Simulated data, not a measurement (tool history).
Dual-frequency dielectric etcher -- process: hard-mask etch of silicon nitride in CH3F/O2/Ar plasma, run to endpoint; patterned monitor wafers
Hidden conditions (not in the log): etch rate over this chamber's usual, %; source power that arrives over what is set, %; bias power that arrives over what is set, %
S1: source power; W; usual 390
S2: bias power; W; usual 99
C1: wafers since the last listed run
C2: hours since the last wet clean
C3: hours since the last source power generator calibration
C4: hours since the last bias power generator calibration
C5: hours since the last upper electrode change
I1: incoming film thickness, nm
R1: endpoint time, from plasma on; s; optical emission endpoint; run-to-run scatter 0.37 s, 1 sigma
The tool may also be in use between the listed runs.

{"run": 1, "hour": 0.0, "S1": 330, "S2": 99, "C1": 0, "C2": 111.7, "C3": 1854.7, "C4": 3857.0, "C5": 5062.0, "I1": 53.5, "R1": 76.7}
{"run": 2, "hour": 62.6, "S1": 390, "S2": 99, "C1": 544, "C2": 174.3, "C3": 1917.3, "C4": 3919.6, "C5": 5124.6, "I1": 53.0, "R1": 73.7}
{"run": 3, "hour": 90.8, "S1": 350, "S2": 99, "C1": 245, "C2": 202.5, "C3": 1945.5, "C4": 3947.8, "C5": 5152.8, "I1": 53.2, "R1": 75.2}
{"run": 4, "hour": 116.6, "S1": 350, "S2": 99, "C1": 224, "C2": 228.3, "C3": 1971.3, "C4": 3973.6, "C5": 5178.6, "I1": 53.3, "R1": 75.2}
{"run": 5, "hour": 149.6, "S1": 390, "S2": 99, "C1": 287, "C2": 261.3, "C3": 2004.3, "C4": 4006.6, "C5": 5211.6, "I1": 53.3, "R1": 73.6}
{"run": 6, "hour": 198.1, "S1": 390, "S2": 99, "C1": 421, "C2": 309.8, "C3": 2052.8, "C4": 4055.1, "C5": 5260.1, "I1": 53.2, "R1": 72.6}
{"run": 7, "hour": 227.7, "S1": 390, "S2": 99, "C1": 257, "C2": 339.4, "C3": 2082.4, "C4": 4084.7, "C5": 5289.7, "I1": 53.0, "R1": 72.4}
{"run": 8, "hour": 266.2, "S1": 420, "S2": 99, "C1": 334, "C2": 377.9, "C3": 2120.9, "C4": 4123.2, "C5": 5328.2, "I1": 52.5, "R1": 69.8}
{"hour": 328.4, "done": "wet clean of the chamber"}
{"run": 9, "hour": 332.3, "S1": 390, "S2": 99, "C1": 366, "C2": 3.9, "C3": 2187.0, "C4": 4189.3, "C5": 5394.3, "I1": 53.2, "R1": 76.2}
{"run": 10, "hour": 398.0, "S1": 390, "S2": 99, "C1": 571, "C2": 69.6, "C3": 2252.7, "C4": 4255.0, "C5": 5460.0, "I1": 53.4, "R1": 75.9}
{"run": 11, "hour": 457.0, "S1": 390, "S2": 99, "C1": 513, "C2": 128.6, "C3": 2311.7, "C4": 4314.0, "C5": 5519.0, "I1": 53.1, "R1": 74.9}
{"hour": 493.0, "done": "upper electrode replaced"}
{"run": 12, "hour": 493.5, "S1": 390, "S2": 99, "C1": 108, "C2": 165.1, "C3": 2348.2, "C4": 4350.5, "C5": 0.5, "I1": 53.3, "R1": 74.3}
{"run": 13, "hour": 522.7, "S1": 390, "S2": 99, "C1": 254, "C2": 194.3, "C3": 2377.4, "C4": 4379.7, "C5": 29.7, "I1": 52.6, "R1": 72.7}
{"run": 14, "hour": 555.6, "S1": 390, "S2": 99, "C1": 286, "C2": 227.2, "C3": 2410.3, "C4": 4412.6, "C5": 62.6, "I1": 53.2, "R1": 73.3}
{"run": 15, "hour": 586.7, "S1": 390, "S2": 99, "C1": 270, "C2": 258.3, "C3": 2441.4, "C4": 4443.7, "C5": 93.7, "I1": 53.2, "R1": 73.7}
{"run": 16, "hour": 654.5, "S1": 470, "S2": 82, "C1": 589, "C2": 326.1, "C3": 2509.2, "C4": 4511.5, "C5": 161.5, "I1": 53.1, "R1": 75.2}
{"hour": 728.1, "done": "wet clean of the chamber"}
{"run": 17, "hour": 728.6, "S1": 450, "S2": 123, "C1": 435, "C2": 0.5, "C3": 2583.3, "C4": 4585.6, "C5": 235.6, "I1": 52.5, "R1": 67.6}
{"run": 18, "hour": 761.0, "S1": 300, "S2": 99, "C1": 281, "C2": 32.9, "C3": 2615.7, "C4": 4618.0, "C5": 268.0, "I1": 53.4, "R1": 81.1}
{"run": 19, "hour": 832.6, "S1": 300, "S2": 109, "C1": 622, "C2": 104.5, "C3": 2687.3, "C4": 4689.6, "C5": 339.6, "I1": 53.8, "R1": 77.5}
{"run": 20, "hour": 903.5, "S1": 390, "S2": 99, "C1": 616, "C2": 175.4, "C3": 2758.2, "C4": 4760.5, "C5": 410.5, "I1": 53.0, "R1": 74.6}
{"hour": 942.2, "done": "bias power generator calibrated"}
{"run": 21, "hour": 999.0, "S1": 390, "S2": 120, "C1": 796, "C2": 270.9, "C3": 2853.7, "C4": 56.8, "C5": 506.0, "I1": 53.2, "R1": 69.2}
{"run": 22, "hour": 1030.0, "S1": 350, "S2": 123, "C1": 269, "C2": 301.9, "C3": 2884.7, "C4": 87.8, "C5": 537.0, "I1": 53.3, "R1": 70.1}
{"hour": 1054.7, "done": "source power generator calibrated"}
{"hour": 1193.5, "done": "wet clean of the chamber"}
{"run": 23, "hour": 1237.4, "S1": 470, "S2": 89, "C1": 1560, "C2": 43.9, "C3": 182.7, "C4": 295.2, "C5": 744.4, "I1": 53.3, "R1": 74.6}
{"run": 24, "hour": 1288.6, "S1": 330, "S2": 115, "C1": 445, "C2": 95.1, "C3": 233.9, "C4": 346.4, "C5": 795.6, "I1": 53.1, "R1": 73.3}
{"run": 25, "hour": 1314.7, "S1": 390, "S2": 99, "C1": 227, "C2": 121.2, "C3": 260.0, "C4": 372.5, "C5": 821.7, "I1": 53.2, "R1": 74.3}
{"run": 26, "hour": 1359.6, "S1": 480, "S2": 84, "C1": 390, "C2": 166.1, "C3": 304.9, "C4": 417.4, "C5": 866.6, "I1": 52.9, "R1": 74.5}
{"run": 27, "hour": 1417.4, "S1": 390, "S2": 118, "C1": 502, "C2": 223.9, "C3": 362.7, "C4": 475.2, "C5": 924.4, "I1": 53.2, "R1": 69.3}
{"run": 28, "hour": 1450.6, "S1": 390, "S2": 99, "C1": 288, "C2": 257.1, "C3": 395.9, "C4": 508.4, "C5": 957.6, "I1": 53.8, "R1": 74.7}
{"run": 29, "hour": 1477.8, "S1": 290, "S2": 124, "C1": 236, "C2": 284.3, "C3": 423.1, "C4": 535.6, "C5": 984.8, "I1": 53.4, "R1": 71.6}
{"run": 30, "hour": 1528.1, "S1": 300, "S2": 79, "C1": 437, "C2": 334.6, "C3": 473.4, "C4": 585.9, "C5": 1035.1, "I1": 52.9, "R1": 82.7}
{"hour": 1559.2, "done": "wet clean of the chamber"}
{"run": 31, "hour": 1559.7, "S1": 440, "S2": 122, "C1": 66, "C2": 0.5, "C3": 505.0, "C4": 617.5, "C5": 1066.7, "I1": 53.1, "R1": 68.7}
{"run": 32, "hour": 1605.4, "S1": 480, "S2": 99, "C1": 397, "C2": 46.2, "C3": 550.7, "C4": 663.2, "C5": 1112.4, "I1": 52.8, "R1": 71.8}
{"run": 33, "hour": 1648.9, "S1": 350, "S2": 99, "C1": 378, "C2": 89.7, "C3": 594.2, "C4": 706.7, "C5": 1155.9, "I1": 52.6, "R1": 77.2}
{"run": 34, "hour": 1685.8, "S1": 430, "S2": 112, "C1": 321, "C2": 126.6, "C3": 631.1, "C4": 743.6, "C5": 1192.8, "I1": 53.2, "R1": 70.0}
{"run": 35, "hour": 1722.2, "S1": 320, "S2": 106, "C1": 316, "C2": 163.0, "C3": 667.5, "C4": 780.0, "C5": 1229.2, "I1": 53.4, "R1": 75.6}
{"run": 36, "hour": 1762.1, "S1": 390, "S2": 99, "C1": 347, "C2": 202.9, "C3": 707.4, "C4": 819.9, "C5": 1269.1, "I1": 53.8, "R1": 75.8}

Forecast each of these 3 alternatives for the next run:
{"run": "A", "hour": 1762.5, "S1": 390, "S2": 121, "C1": 3, "C2": 203.3, "C3": 707.8, "C4": 820.3, "C5": 1269.5, "I1": 53.1, "R1": "?"}
{"run": "B", "hour": 1762.5, "S1": 340, "S2": 118, "C1": 3, "C2": 203.3, "C3": 707.8, "C4": 820.3, "C5": 1269.5, "I1": 53.1, "R1": "?"}
{"run": "C", "hour": 1762.5, "S1": 430, "S2": 119, "C1": 3, "C2": 203.3, "C3": 707.8, "C4": 820.3, "C5": 1269.5, "I1": 53.1, "R1": "?"}

run=A R1=69.1
run=B R1=71.8
run=C R1=68.1
With the hidden condition removed and each run's random variation left untouched, the same runs would have given:
run=A R1=70.7
run=B R1=73.4
run=C R1=69.7
